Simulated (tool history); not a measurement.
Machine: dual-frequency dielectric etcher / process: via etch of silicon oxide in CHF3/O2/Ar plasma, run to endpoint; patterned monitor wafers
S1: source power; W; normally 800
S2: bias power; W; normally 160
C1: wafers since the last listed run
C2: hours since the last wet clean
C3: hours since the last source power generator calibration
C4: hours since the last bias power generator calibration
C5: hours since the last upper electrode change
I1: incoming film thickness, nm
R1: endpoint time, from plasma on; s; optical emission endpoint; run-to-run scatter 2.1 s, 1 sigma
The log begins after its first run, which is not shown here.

Run 2, hour 23.6: usual settings but S1 700 W; C1 141; C2 99.8; C3 1194.5; C4 2214.7; C5 1738.8; I1 583.8. Result: R1 310.4 s.
Run 3, hour 37.1: usual settings; C1 81; C2 113.3; C3 1208.0; C4 2228.2; C5 1752.3; I1 587.4. Result: R1 285.8 s.
Run 4, hour 67.1: usual settings; C1 180; C2 143.3; C3 1238.0; C4 2258.2; C5 1782.3; I1 593.7. Result: R1 292.5 s.
Run 5, hour 84.6: usual settings; C1 105; C2 160.8; C3 1255.5; C4 2275.7; C5 1799.8; I1 597.0. Result: R1 292.9 s.
Run 6, hour 104.8: usual settings; C1 121; C2 181.0; C3 1275.7; C4 2295.9; C5 1820.0; I1 588.4. Result: R1 282.3 s.
Run 7, hour 119.4: usual settings; C1 87; C2 195.6; C3 1290.3; C4 2310.5; C5 1834.6; I1 592.3. Result: R1 289.6 s.
At hour 138.4: bias power generator calibrated.
Run 8, hour 152.7: usual settings but S1 690 W; C1 176; C2 228.9; C3 1323.6; C4 14.3; C5 1867.9; I1 591.4. Result: R1 319.9 s.
Run 9, hour 169.9: usual settings but S1 890 W; C1 103; C2 246.1; C3 1340.8; C4 31.5; C5 1885.1; I1 592.8. Result: R1 268.4 s.
Run 10, hour 200.8: usual settings but S1 890 W; C1 185; C2 277.0; C3 1371.7; C4 62.4; C5 1916.0; I1 593.0. Result: R1 272.3 s.
Run 11, hour 236.1: usual settings; C1 212; C2 312.3; C3 1407.0; C4 97.7; C5 1951.3; I1 591.6. Result: R1 286.3 s.
Run 12, hour 270.2: usual settings but S2 136 W; C1 204; C2 346.4; C3 1441.1; C4 131.8; C5 1985.4; I1 592.9. Result: R1 306.2 s.
Run 13, hour 290.3: usual settings but S1 680 W, S2 174 W; C1 120; C2 366.5; C3 1461.2; C4 151.9; C5 2005.5; I1 584.8. Result: R1 307.9 s.
At hour 371.3: source power generator calibrated.
Run 14, hour 395.2: usual settings but S2 128 W; C1 606; C2 471.4; C3 23.9; C4 256.8; C5 2110.4; I1 593.9. Result: R1 299.7 s.
Run 15, hour 407.5: usual settings; C1 73; C2 483.7; C3 36.2; C4 269.1; C5 2122.7; I1 594.7. Result: R1 281.8 s.
Run 16, hour 438.4: usual settings but S1 700 W; C1 185; C2 514.6; C3 67.1; C4 300.0; C5 2153.6; I1 597.6. Result: R1 304.9 s.
At hour 466.1: upper electrode replaced.
At hour 477.4: wet clean of the chamber.
Run 17, hour 477.9: usual settings but S1 870 W, S2 148 W; C1 25; C2 0.5; C3 106.6; C4 339.5; C5 11.8; I1 601.6. Result: R1 275.1 s.
Run 18, hour 495.8: usual settings but S1 910 W, S2 181 W; C1 107; C2 18.4; C3 124.5; C4 357.4; C5 29.7; I1 590.4. Result: R1 245.8 s.
Run 19, hour 531.4: usual settings but S1 690 W, S2 134 W; C1 213; C2 54.0; C3 160.1; C4 393.0; C5 65.3; I1 595.4. Result: R1 332.3 s.
Run 20, hour 543.8: usual settings but S1 680 W; C1 74; C2 66.4; C3 172.5; C4 405.4; C5 77.7; I1 591.0. Result: R1 308.6 s.
Run 21, hour 579.3: usual settings but S1 890 W, S2 188 W; C1 213; C2 101.9; C3 208.0; C4 440.9; C5 113.2; I1 593.8. Result: R1 248.3 s.
Run 22, hour 609.2: usual settings; C1 179; C2 131.8; C3 237.9; C4 470.8; C5 143.1; I1 588.7. Result: R1 278.8 s.
Run 23, hour 642.1: usual settings; C1 197; C2 164.7; C3 270.8; C4 503.7; C5 176.0; I1 588.5. Result: R1 281.8 s.
Run 24, hour 654.4: usual settings; C1 73; C2 177.0; C3 283.1; C4 516.0; C5 188.3; I1 589.9. Result: R1 282.5 s.

Predict the results of run 25:
Run 25, hour 672.6: usual settings but S1 960 W, S2 173 W; C1 109; C2 195.2; C3 301.3; C4 534.2; C5 206.5; I1 594.2. Result: R1 ?.

Run 25 produced R1 245.7 s.
With no hidden state in the tool, this same run would have given R1 242.8 s.
